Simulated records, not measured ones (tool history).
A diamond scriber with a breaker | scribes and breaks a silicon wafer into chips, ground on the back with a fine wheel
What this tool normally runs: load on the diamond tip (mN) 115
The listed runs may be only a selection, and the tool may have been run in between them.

run,day,load on the diamond tip (mN),"incoming depth of the damage left on the back of the incoming wafer, um",depth of the median crack under the scribed line (nm),chips rejected at inspection after the break (%)
1,0.000,115,2.47,8440,4.58
2,0.708,115,2.65,8390,5.33
3,1.512,115,2.93,8360,6.20
4,2.088,115,1.91,8260,3.95
5,3.133,115,2.72,8160,5.76
6,4.112,115,1.75,8270,3.95
7,4.979,115,2.27,8160,4.53
8,6.025,115,2.38,8130,5.40
# day 7.404: load on the tip recalibrated
9,7.425,105,2.29,7600,9.10
10,8.508,148,2.04,9710,3.29
11,9.029,94,2.52,6750,15.54
# day 9.704: diamond tip replaced by a new one
12,10.483,81,2.73,6810,17.65
13,11.867,128,2.36,9930,3.41
14,12.938,115,2.83,8950,3.64
15,14.188,134,2.39,10160,4.45
16,15.000,103,3.00,8200,7.14

Hidden state or all else? Some run-to-run changes of depth of the median crack under the scribed line (nm), split into what the settings, what came in and random variation would give without the hidden state, and what is left for the hidden state (with any gauge scatter that isn't in both results):
What the log doesn't record here: share of the diamond tip's cutting effectiveness lost through wear, %; deviation of the load on the tip from its setpoint, %.
Run 11 -> 12: load on the diamond tip (mN) 94 -> 81, diamond tip replaced by a new one. depth of the median crack under the scribed line (nm) +60: hidden state +840, all else -780.
Run 12 -> 13: load on the diamond tip (mN) 81 -> 128. depth of the median crack under the scribed line (nm) +3120: hidden state -60, all else +3180.
